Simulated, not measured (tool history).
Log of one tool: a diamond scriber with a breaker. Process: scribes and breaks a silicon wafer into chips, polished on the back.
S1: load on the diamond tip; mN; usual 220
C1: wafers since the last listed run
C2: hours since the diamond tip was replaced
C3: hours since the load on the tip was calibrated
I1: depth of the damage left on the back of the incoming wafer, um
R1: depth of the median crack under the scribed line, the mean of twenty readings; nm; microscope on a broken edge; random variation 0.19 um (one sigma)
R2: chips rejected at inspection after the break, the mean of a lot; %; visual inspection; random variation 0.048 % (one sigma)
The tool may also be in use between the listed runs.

run	hour	S1	C1	C2	C3	I1	R1	R2
1	0.0	220	0	177.4	774.5	0.05	10690	1.27
2	54.2	220	139	231.6	828.7	0.04	10760	1.29
3	146.2	220	236	323.6	920.7	0.02	10740	1.38
4	247.3	195	260	424.7	1021.8	0.04	10070	4.11
5	283.3	195	92	460.7	1057.8	0.02	10250	4.18
6	382.5	195	255	559.9	1157.0	0.02	9950	4.51
7	422.6	220	103	600.0	1197.1	0.01	10490	1.55
8	529.5	249	275	706.9	1304.0	0.03	11450	1.37
9	607.7	249	201	785.1	1382.2	0.03	11290	1.27
10	681.9	249	190	859.3	1456.4	0.03	11330	1.19
# hour 689.7: diamond tip replaced by a new one
11	752.0	220	175	62.3	1526.5	0.04	10750	2.12
12	849.7	180	251	160.0	1624.2	0.04	9160	9.98
13	946.9	180	250	257.2	1721.4	0.04	9250	10.64
14	1044.5	180	251	354.8	1819.0	0.02	9040	10.40
# hour 1088.9: load on the tip recalibrated
15	1105.4	174	151	415.7	16.5	0.02	9500	6.60
16	1178.5	220	188	488.8	89.6	0.04	11110	1.14
17	1269.7	239	234	580.0	180.8	0.02	11820	1.54
18	1383.7	253	293	694.0	294.8	0.05	11920	2.26
19	1428.9	269	116	739.2	340.0	0.01	12470	4.03
# hour 1491.0: diamond tip replaced by a new one
20	1528.2	281	250	37.2	439.3	0.04	12640	5.02
21	1614.3	250	221	123.3	525.4	0.05	11820	2.02
22	1652.2	162	97	161.2	563.3	0.03	9300	12.18
23	1707.5	220	142	216.5	618.6	0.03	10870	1.38
24	1803.8	220	247	312.8	714.9	0.03	10800	1.41
25	1872.5	189	176	381.5	783.6	0.02	10140	5.31
26	1931.6	194	152	440.6	842.7	0.05	9880	4.84
27	2138.0	203	531	647.0	1049.1	0.03	9850	3.85
28	2193.9	266	143	702.9	1105.0	0.03	12020	2.03
# hour 2207.5: diamond tip replaced by a new one
29	2286.8	267	233	79.3	1197.9	0.04	11830	1.95
30	2391.2	264	268	183.7	1302.3	0.01	12030	1.67
31	2487.8	243	248	280.3	1398.9	0.04	11070	1.12

4 ways to go on from here, each from the tool as it stands after run 31. What would each give?
A	2488.5	220	1	281.0	1399.6	0.04	?	?
B	2488.5	261	1	281.0	1399.6	0.04	?	?
C	2488.5	265	1	281.0	1399.6	0.04	?	?
D	2488.5	160	1	281.0	1399.6	0.04	?	?

run	R1	R2
A	10370	2.63
B	11520	1.46
C	11620	1.65
D	8580	18.86
Without the tool's hidden state the same runs would have given:
run	R1	R2
A	11150	1.17
B	12380	4.20
C	12500	4.75
D	9220	10.87

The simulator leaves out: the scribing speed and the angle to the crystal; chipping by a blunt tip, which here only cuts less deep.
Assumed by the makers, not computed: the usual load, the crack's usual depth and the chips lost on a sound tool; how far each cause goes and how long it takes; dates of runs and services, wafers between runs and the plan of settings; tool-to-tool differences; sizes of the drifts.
